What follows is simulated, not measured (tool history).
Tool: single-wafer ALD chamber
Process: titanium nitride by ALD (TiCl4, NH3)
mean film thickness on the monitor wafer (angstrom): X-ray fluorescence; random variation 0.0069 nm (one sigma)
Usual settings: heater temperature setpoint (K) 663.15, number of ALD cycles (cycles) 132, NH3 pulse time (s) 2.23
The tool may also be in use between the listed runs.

run	hour	heater temperature setpoint (K)	number of ALD cycles (cycles)	NH3 pulse time (s)	read-back reference wafer on the same gauge, thickness_nm	mean film thickness on the monitor wafer (angstrom)
1	0.0	663.15	144	2.23	3.209	30.02
2	72.3	663.15	144	2.23	3.210	30.11
3	132.8	663.15	144	2.23	3.212	30.17
4	169.3	663.15	132	1.63	3.208	26.91
5	217.2	663.15	132	2.23	3.211	27.60
6	252.0	663.15	132	2.23	3.210	27.55
7	285.8	663.15	132	2.23	3.210	27.53
8	329.6	663.15	122	2.02	3.209	25.37
9	362.8	663.15	122	2.02	3.211	25.33
10	405.3	663.15	132	2.23	3.215	27.43
11	436.0	663.15	132	2.23	3.210	27.44
12	472.4	663.15	132	2.23	3.210	27.40
13	534.4	652.15	132	2.23	3.208	27.27
14	586.4	663.15	138	2.23	3.208	28.80
15	737.0	663.15	138	2.23	3.210	28.82
16	766.5	663.15	138	2.23	3.214	28.75
17	815.6	663.15	132	2.23	3.210	27.46
18	859.3	653.15	132	2.87	3.208	27.82
19	894.3	653.15	132	2.87	3.210	27.80
20	922.3	676.15	132	2.23	3.208	27.69
21	968.4	649.15	118	2.89	3.208	24.81
22	1072.7	663.15	132	2.23	3.207	27.59
23	1132.8	673.15	132	2.23	3.213	27.68
24	1199.5	663.15	132	2.23	3.209	27.70
25	1255.4	663.15	132	2.62	3.209	27.82
26	1288.5	648.15	132	2.23	3.212	27.25
27	1346.8	663.15	132	2.23	3.210	27.46
28	1372.8	663.15	132	2.23	3.206	27.65
29	1404.8	663.15	132	2.23	3.212	27.53
30	1444.2	663.15	132	2.93	3.211	27.93
31	1491.2	663.15	122	2.02	3.211	25.19
32	1519.9	652.15	132	2.23	3.211	27.22
33	1635.0	659.15	111	1.89	3.211	22.82
34	1672.9	651.15	140	1.80	3.211	28.39
35	1735.2	663.15	132	2.23	3.208	27.45
36	1804.2	654.15	132	2.23	3.212	27.40
37	1867.1	667.15	144	2.87	3.205	30.57
38	1949.3	669.15	106	1.65	3.210	21.79
39	1993.5	663.15	110	1.84	3.207	22.60

Taken out of this log: 3 entries between the listed runs. Where each belongs, and how the hidden state differs across it:
Between runs 15 and 16: gauge calibrated (hour 743.6)
  no hidden state differs between the two runs
Between runs 16 and 17: thermocouple changed; heater temperature recalibrated (hour 794.7); showerhead replaced (hour 803.9)
  no hidden state differs between the two runs
